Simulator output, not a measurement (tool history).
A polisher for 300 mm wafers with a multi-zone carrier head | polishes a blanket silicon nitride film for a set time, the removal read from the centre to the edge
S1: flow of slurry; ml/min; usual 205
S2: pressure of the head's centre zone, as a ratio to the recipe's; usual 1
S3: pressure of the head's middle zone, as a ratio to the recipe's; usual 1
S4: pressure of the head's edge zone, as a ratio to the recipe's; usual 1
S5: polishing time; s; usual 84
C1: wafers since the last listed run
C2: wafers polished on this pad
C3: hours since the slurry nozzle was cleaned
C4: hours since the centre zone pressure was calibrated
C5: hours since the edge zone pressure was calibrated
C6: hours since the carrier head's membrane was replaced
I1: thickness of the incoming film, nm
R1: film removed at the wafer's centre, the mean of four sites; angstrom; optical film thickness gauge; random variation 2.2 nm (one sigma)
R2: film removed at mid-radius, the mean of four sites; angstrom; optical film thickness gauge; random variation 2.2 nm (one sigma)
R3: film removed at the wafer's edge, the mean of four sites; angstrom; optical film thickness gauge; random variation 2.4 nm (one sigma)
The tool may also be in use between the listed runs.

run,hour,S1,S2,S3,S4,S5,C1,C2,C3,C4,C5,C6,I1,R1,R2,R3
1,0,250,1,1,1,84,0,4,418.3,1189.7,1.2,1321.4,563.8,1688,1789,1830
2,14.2,250,1,1,1,84,142,147,432.5,1203.9,15.4,1335.6,563.1,1704,1782,1780
3,25.9,250,1,1,1,84,117,265,444.2,1215.6,27.1,1347.3,562.6,1650,1737,1749
# hour 36.5: centre zone pressure recalibrated
4,39.6,185,1,1,1,84,117,383,457.9,3.1,40.8,1361,563.9,1541,1608,1672
5,50.9,185,1,1,1,84,113,496,469.2,14.4,52.1,1372.3,558.6,1538,1622,1695
6,64.2,185,1,1,1,84,133,630,482.5,27.7,65.4,1385.6,567.8,1507,1595,1618
7,75,205,1,1,1,84,108,739,493.3,38.5,76.2,1396.4,556.2,1504,1602,1646
# hour 81.5: worn pad replaced by a new one
8,88.2,170,1,1,1,84,92,67,506.5,51.7,89.4,1409.6,558.3,1520,1622,1657
9,100.4,205,1,1,1,84,122,190,518.7,63.9,101.6,1421.8,562,1645,1690,1721
10,111.4,205,1.09,1,1,84,110,300,529.7,74.9,112.6,1432.8,553.7,1732,1675,1733
# hour 112.9: slurry nozzle cleaned
11,128,205,1,1,1,84,156,457,15.1,91.5,129.2,1449.4,554.9,1726,1744,1774
12,143.9,205,1,1.05,1,65,159,617,31,107.4,145.1,1465.3,563.3,1286,1361,1354
13,155,250,1,1,0.95,95,111,729,42.1,118.5,156.2,1476.4,559.6,1902,1960,1888
14,166.6,205,0.88,1,1,84,116,845,53.7,130.1,167.8,1488,550.5,1413,1677,1645
# hour 181: worn pad replaced by a new one
15,181.5,140,1,1.06,1,84,109,4,68.6,145,182.7,1502.9,557.6,1593,1765,1756
16,189.2,235,1,1,1.05,105,77,82,76.3,152.7,190.4,1510.6,560.3,2217,2329,2366
# hour 207: carrier head's membrane replaced by a new one
17,235.9,205,1,1,1,84,419,501,123,199.4,237.1,28.9,558.4,1643,1714,1737
18,246.4,225,0.94,1,1,84,105,607,133.5,209.9,247.6,39.4,555.2,1541,1735,1699
19,253.4,205,1,1,1,84,70,677,140.5,216.9,254.6,46.4,558.2,1606,1692,1651
20,260.8,205,0.92,1,1,84,74,752,147.9,224.3,262,53.8,559.2,1423,1662,1653
# hour 275: worn pad replaced by a new one
21,276,205,1,1,1.11,74,112,10,163.1,239.5,277.2,69,567.5,1476,1557,1649
22,289.5,205,1,1,1,84,135,146,176.6,253,290.7,82.5,554.9,1656,1755,1796
23,301,255,0.94,1,1,84,115,261,188.1,264.5,302.2,94,564,1632,1797,1828

Each row is a separate what-if for the run after 23, all from the same tool condition, not one after another. Results?
A,301.5,205,1,1,1,84,5,266,188.6,265,302.7,94.5,568.6,?,?,?
B,301.5,205,0.9,1,1.05,84,5,266,188.6,265,302.7,94.5,568.6,?,?,?
C,301.5,255,1.05,1.07,1,106,5,266,188.6,265,302.7,94.5,568.6,?,?,?

run,R1,R2,R3
A,1648,1732,1821
B,1494,1733,1865
C,2263,2357,2354
Had the tool no hidden state, the same runs would have come out as:
run,R1,R2,R3
A,1762,1840,1907
B,1596,1841,1953
C,2394,2481,2451
